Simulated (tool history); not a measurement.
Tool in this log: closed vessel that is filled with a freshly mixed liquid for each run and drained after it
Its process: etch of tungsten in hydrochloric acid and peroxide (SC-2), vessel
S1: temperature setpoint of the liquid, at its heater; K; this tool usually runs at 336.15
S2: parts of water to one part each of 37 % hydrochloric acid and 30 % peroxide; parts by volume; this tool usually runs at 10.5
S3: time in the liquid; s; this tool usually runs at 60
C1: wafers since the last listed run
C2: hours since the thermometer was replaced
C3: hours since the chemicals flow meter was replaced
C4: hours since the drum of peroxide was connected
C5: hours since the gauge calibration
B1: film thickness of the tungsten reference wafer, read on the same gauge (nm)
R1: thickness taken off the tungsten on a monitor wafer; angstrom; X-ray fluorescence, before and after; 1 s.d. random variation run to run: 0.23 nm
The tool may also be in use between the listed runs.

run    hour      S1    S2  S3     C1      C2      C3     C4      C5     B1     R1
  1     0.0  336.15   7.5  60      0  1493.5  1445.0  219.1  1584.5  59.99  493.2
  2    56.2  340.15  10.5  60   6969  1549.7  1501.2  275.3  1640.7  60.01  474.5
      122.0  -- thermometer replaced
  3   126.3  340.15  10.5  60   8569     4.3  1571.3  345.4  1710.8  60.00  471.3
  4   170.3  336.15  10.5  60   5456    48.3  1615.3  389.4  1754.8  59.99  369.5
  5   211.7  336.15  10.5  60   5134    89.7  1656.7  430.8  1796.2  60.03  369.1
      244.4  -- new drum of peroxide connected
  6   266.0  336.15  10.5  60   6610   144.0  1711.0   21.6  1850.5  60.01  385.7
  7   337.2  336.15  13.0  60   8830   215.2  1782.2   92.8  1921.7  60.01  316.9
  8   363.7  336.15  10.5  60   3286   241.7  1808.7  119.3  1948.2  60.00  382.3
  9   396.1  336.15  10.5  60   4018   274.1  1841.1  151.7  1980.6  60.00  379.5
 10   433.0  336.15  10.5  60   4576   311.0  1878.0  188.6  2017.5  60.00  376.4
      485.9  -- gauge calibrated
 11   497.0  330.15   5.5  85   7937   375.0  1942.0  252.6    11.1  59.99  605.8
 12   553.4  336.15  12.0  60   6994   431.4  1998.4  309.0    67.5  60.01  332.8
 13   580.8  336.15  13.5  60   3398   458.8  2025.8  336.4    94.9  59.98  297.8
 14   637.5  336.15  10.5  60   7031   515.5  2082.5  393.1   151.6  60.02  366.3
      666.0  -- new drum of peroxide connected
 15   697.8  343.65  10.5  60   7354   575.8  2142.8   31.8   211.9  59.97  609.1
 16   728.5  328.65  10.5  60   3807   606.5  2173.5   62.5   242.6  60.00  238.2
 17   759.3  336.15   8.0  75   3819   637.3  2204.3   93.3   273.4  60.03  600.7
      770.6  -- chemicals flow meter replaced
 18   804.3  336.15  10.5  60   5456   682.3    33.7  138.3   318.4  60.03  382.0
 19   954.4  343.15  15.5  60  18615   832.4   183.8  288.4   468.5  59.99  408.5
 20  1001.9  332.65  10.5  60   5890   879.9   231.3  335.9   516.0  59.99  297.4
 21  1058.1  336.15  10.5  60   6969   936.1   287.5  392.1   572.2  60.02  367.4
 22  1113.2  336.15  10.5  60   6833   991.2   342.6  447.2   627.3  59.97  369.3
 23  1154.8  344.65  13.0  35   5159  1032.8   384.2  488.8   668.9  60.01  296.2
 24  1182.7  340.65   6.0  60   3460  1060.7   412.1  516.7   696.8  59.99  752.4
     1208.3  -- new drum of peroxide connected
 25  1230.3  336.15  10.5  60   5779  1108.3   459.7   22.0   744.4  60.02  387.0
 26  1261.1  332.15  14.0  60   3819  1139.1   490.5   52.8   775.2  60.01  232.1
 27  1317.8  336.15  10.5  60   7031  1195.8   547.2  109.5   831.9  60.03  383.9
 28  1353.2  336.15  10.5  60   4390  1231.2   582.6  144.9   867.3  60.00  378.3
 29  1389.8  329.15  10.5  60   4539  1267.8   619.2  181.5   903.9  59.98  241.2

The tool's hidden state at each run:
liquid hotter than its thermometer reads (K): 0 at every run
chemicals flow above the setpoint (%): 0 at every run
gauge reads high (%): 0 at every run
H1: peroxide weaker than its label (%)
run     H1
  1   3.57
  2    4.3
  3   5.21
  4   5.79
  5   6.33
  6   1.14
  7   2.07
  8   2.42
  9   2.84
 10   3.32
 11   4.16
 12   4.89
 13   5.25
 14   5.99
 15   0.75
 16   1.15
 17   1.55
 18   2.14
 19    4.1
 20   4.71
 21   5.45
 22   6.17
 23   6.71
 24   7.07
 25  0.835
 26   1.24
 27   1.98
 28   2.44
 29   2.91

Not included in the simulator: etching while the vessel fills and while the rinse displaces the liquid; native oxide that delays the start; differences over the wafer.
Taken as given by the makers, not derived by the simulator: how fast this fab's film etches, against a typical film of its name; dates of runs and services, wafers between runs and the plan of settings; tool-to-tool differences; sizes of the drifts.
